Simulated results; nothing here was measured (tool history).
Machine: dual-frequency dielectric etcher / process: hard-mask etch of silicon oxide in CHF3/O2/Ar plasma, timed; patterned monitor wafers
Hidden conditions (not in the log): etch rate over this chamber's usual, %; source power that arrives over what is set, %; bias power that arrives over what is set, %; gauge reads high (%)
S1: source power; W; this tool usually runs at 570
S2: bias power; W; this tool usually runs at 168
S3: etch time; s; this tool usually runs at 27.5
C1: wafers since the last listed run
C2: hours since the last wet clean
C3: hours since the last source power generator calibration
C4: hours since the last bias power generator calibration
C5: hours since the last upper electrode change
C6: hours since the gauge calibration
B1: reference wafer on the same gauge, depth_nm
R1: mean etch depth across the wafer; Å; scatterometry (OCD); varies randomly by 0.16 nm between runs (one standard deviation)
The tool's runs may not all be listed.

{"run": 1, "hour": 0.0, "S1": 570, "S2": 168, "S3": 27.5, "C1": 0, "C2": 280.3, "C3": 2720.9, "C4": 898, "C5": 2446.6, "C6": 631.7, "B1": 52.9, "R1": 505}
{"run": 2, "hour": 28.6, "S1": 570, "S2": 168, "S3": 27.5, "C1": 416, "C2": 308.9, "C3": 2749.5, "C4": 926.6, "C5": 2475.2, "C6": 660.3, "B1": 52.9, "R1": 502}
{"run": 3, "hour": 47.0, "S1": 570, "S2": 168, "S3": 27.5, "C1": 267, "C2": 327.3, "C3": 2767.9, "C4": 945, "C5": 2493.6, "C6": 678.7, "B1": 52.9, "R1": 503}
{"run": 4, "hour": 62.5, "S1": 570, "S2": 168, "S3": 27.5, "C1": 225, "C2": 342.8, "C3": 2783.4, "C4": 960.5, "C5": 2509.1, "C6": 694.2, "B1": 52.9, "R1": 507}
{"hour": 94.6, "done": "wet clean of the chamber"}
{"run": 5, "hour": 95.1, "S1": 570, "S2": 168, "S3": 27.5, "C1": 125, "C2": 0.5, "C3": 2816, "C4": 993.1, "C5": 2541.7, "C6": 726.8, "B1": 53, "R1": 505}
{"run": 6, "hour": 115.7, "S1": 570, "S2": 168, "S3": 27.5, "C1": 299, "C2": 21.1, "C3": 2836.6, "C4": 1013.7, "C5": 2562.3, "C6": 747.4, "B1": 52.9, "R1": 505}
{"run": 7, "hour": 184.1, "S1": 570, "S2": 168, "S3": 27.5, "C1": 995, "C2": 89.5, "C3": 2905, "C4": 1082.1, "C5": 2630.7, "C6": 815.8, "B1": 52.9, "R1": 504}
{"run": 8, "hour": 199.9, "S1": 570, "S2": 168, "S3": 27.5, "C1": 229, "C2": 105.3, "C3": 2920.8, "C4": 1097.9, "C5": 2646.5, "C6": 831.6, "B1": 53, "R1": 507}
{"run": 9, "hour": 229.5, "S1": 570, "S2": 149, "S3": 27.5, "C1": 430, "C2": 134.9, "C3": 2950.4, "C4": 1127.5, "C5": 2676.1, "C6": 861.2, "B1": 53, "R1": 488}
{"run": 10, "hour": 257.1, "S1": 570, "S2": 149, "S3": 27.5, "C1": 401, "C2": 162.5, "C3": 2978, "C4": 1155.1, "C5": 2703.7, "C6": 888.8, "B1": 52.9, "R1": 493}
{"run": 11, "hour": 291.1, "S1": 470, "S2": 201, "S3": 23, "C1": 494, "C2": 196.5, "C3": 3012, "C4": 1189.1, "C5": 2737.7, "C6": 922.8, "B1": 53, "R1": 410}
{"hour": 332.7, "done": "upper electrode replaced"}
{"run": 12, "hour": 333.2, "S1": 700, "S2": 168, "S3": 22.5, "C1": 263, "C2": 238.6, "C3": 3054.1, "C4": 1231.2, "C5": 0.5, "C6": 964.9, "B1": 53, "R1": 451}
{"run": 13, "hour": 355.4, "S1": 480, "S2": 131, "S3": 34, "C1": 323, "C2": 260.8, "C3": 3076.3, "C4": 1253.4, "C5": 22.7, "C6": 987.1, "B1": 53, "R1": 550}
{"hour": 370.8, "done": "source power generator calibrated"}
{"run": 14, "hour": 379.1, "S1": 570, "S2": 168, "S3": 27.5, "C1": 286, "C2": 284.5, "C3": 8.3, "C4": 1277.1, "C5": 46.4, "C6": 1010.8, "B1": 53, "R1": 502}
{"hour": 472.5, "done": "bias power generator calibrated"}
{"hour": 483.6, "done": "wet clean of the chamber"}
{"run": 15, "hour": 484.1, "S1": 570, "S2": 133, "S3": 21.5, "C1": 1308, "C2": 0.5, "C3": 113.3, "C4": 11.6, "C5": 151.4, "C6": 1115.8, "B1": 53, "R1": 373}
{"run": 16, "hour": 507.0, "S1": 570, "S2": 168, "S3": 27.5, "C1": 333, "C2": 23.4, "C3": 136.2, "C4": 34.5, "C5": 174.3, "C6": 1138.7, "B1": 53.1, "R1": 503}
{"run": 17, "hour": 520.8, "S1": 470, "S2": 149, "S3": 27.5, "C1": 200, "C2": 37.2, "C3": 150, "C4": 48.3, "C5": 188.1, "C6": 1152.5, "B1": 53, "R1": 455}
{"run": 18, "hour": 542.6, "S1": 570, "S2": 168, "S3": 20, "C1": 317, "C2": 59, "C3": 171.8, "C4": 70.1, "C5": 209.9, "C6": 1174.3, "B1": 53, "R1": 369}
{"hour": 558.0, "done": "gauge calibrated"}
{"run": 19, "hour": 563.7, "S1": 460, "S2": 189, "S3": 27.5, "C1": 307, "C2": 80.1, "C3": 192.9, "C4": 91.2, "C5": 231, "C6": 5.7, "B1": 52.3, "R1": 471}
{"run": 20, "hour": 580.0, "S1": 570, "S2": 185, "S3": 27.5, "C1": 237, "C2": 96.4, "C3": 209.2, "C4": 107.5, "C5": 247.3, "C6": 22, "B1": 52.4, "R1": 512}
{"run": 21, "hour": 600.3, "S1": 450, "S2": 168, "S3": 27.5, "C1": 295, "C2": 116.7, "C3": 229.5, "C4": 127.8, "C5": 267.6, "C6": 42.3, "B1": 52.4, "R1": 454}
{"run": 22, "hour": 619.4, "S1": 480, "S2": 148, "S3": 33.5, "C1": 278, "C2": 135.8, "C3": 248.6, "C4": 146.9, "C5": 286.7, "C6": 61.4, "B1": 52.5, "R1": 552}
{"run": 23, "hour": 631.5, "S1": 480, "S2": 197, "S3": 22, "C1": 176, "C2": 147.9, "C3": 260.7, "C4": 159, "C5": 298.8, "C6": 73.5, "B1": 52.4, "R1": 390}
{"run": 24, "hour": 643.5, "S1": 680, "S2": 138, "S3": 21.5, "C1": 174, "C2": 159.9, "C3": 272.7, "C4": 171, "C5": 310.8, "C6": 85.5, "B1": 52.4, "R1": 398}
{"run": 25, "hour": 676.0, "S1": 570, "S2": 168, "S3": 31.5, "C1": 473, "C2": 192.4, "C3": 305.2, "C4": 203.5, "C5": 343.3, "C6": 118, "B1": 52.6, "R1": 572}
{"run": 26, "hour": 691.2, "S1": 670, "S2": 168, "S3": 27.5, "C1": 221, "C2": 207.6, "C3": 320.4, "C4": 218.7, "C5": 358.5, "C6": 133.2, "B1": 52.5, "R1": 535}
{"run": 27, "hour": 713.6, "S1": 710, "S2": 193, "S3": 21.5, "C1": 326, "C2": 230, "C3": 342.8, "C4": 241.1, "C5": 380.9, "C6": 155.6, "B1": 52.6, "R1": 446}
{"run": 28, "hour": 747.6, "S1": 570, "S2": 168, "S3": 27.5, "C1": 494, "C2": 264, "C3": 376.8, "C4": 275.1, "C5": 414.9, "C6": 189.6, "B1": 52.7, "R1": 501}
{"run": 29, "hour": 772.9, "S1": 430, "S2": 131, "S3": 19.5, "C1": 368, "C2": 289.3, "C3": 402.1, "C4": 300.4, "C5": 440.2, "C6": 214.9, "B1": 52.7, "R1": 298}
{"run": 30, "hour": 803.5, "S1": 500, "S2": 143, "S3": 31.5, "C1": 445, "C2": 319.9, "C3": 432.7, "C4": 331, "C5": 470.8, "C6": 245.5, "B1": 52.7, "R1": 520}

Below are 4 alternative next runs, each starting from the tool's condition after run 30. Predict each:
{"run": "A", "hour": 803.9, "S1": 490, "S2": 168, "S3": 27.5, "C1": 5, "C2": 320.3, "C3": 433.1, "C4": 331.4, "C5": 471.2, "C6": 245.9, "B1": "?", "R1": "?"}
{"run": "B", "hour": 803.9, "S1": 570, "S2": 145, "S3": 19.5, "C1": 5, "C2": 320.3, "C3": 433.1, "C4": 331.4, "C5": 471.2, "C6": 245.9, "B1": "?", "R1": "?"}
{"run": "C", "hour": 803.9, "S1": 440, "S2": 206, "S3": 23, "C1": 5, "C2": 320.3, "C3": 433.1, "C4": 331.4, "C5": 471.2, "C6": 245.9, "B1": "?", "R1": "?"}
{"run": "D", "hour": 803.9, "S1": 620, "S2": 209, "S3": 27.5, "C1": 5, "C2": 320.3, "C3": 433.1, "C4": 331.4, "C5": 471.2, "C6": 245.9, "B1": "?", "R1": "?"}

run=A B1=52.6 R1=474
run=B B1=52.6 R1=345
run=C B1=52.6 R1=402
run=D B1=52.6 R1=554
Without the tool's hidden state the same runs would have given:
run=A R1=471
run=B R1=342
run=C R1=399
run=D R1=550
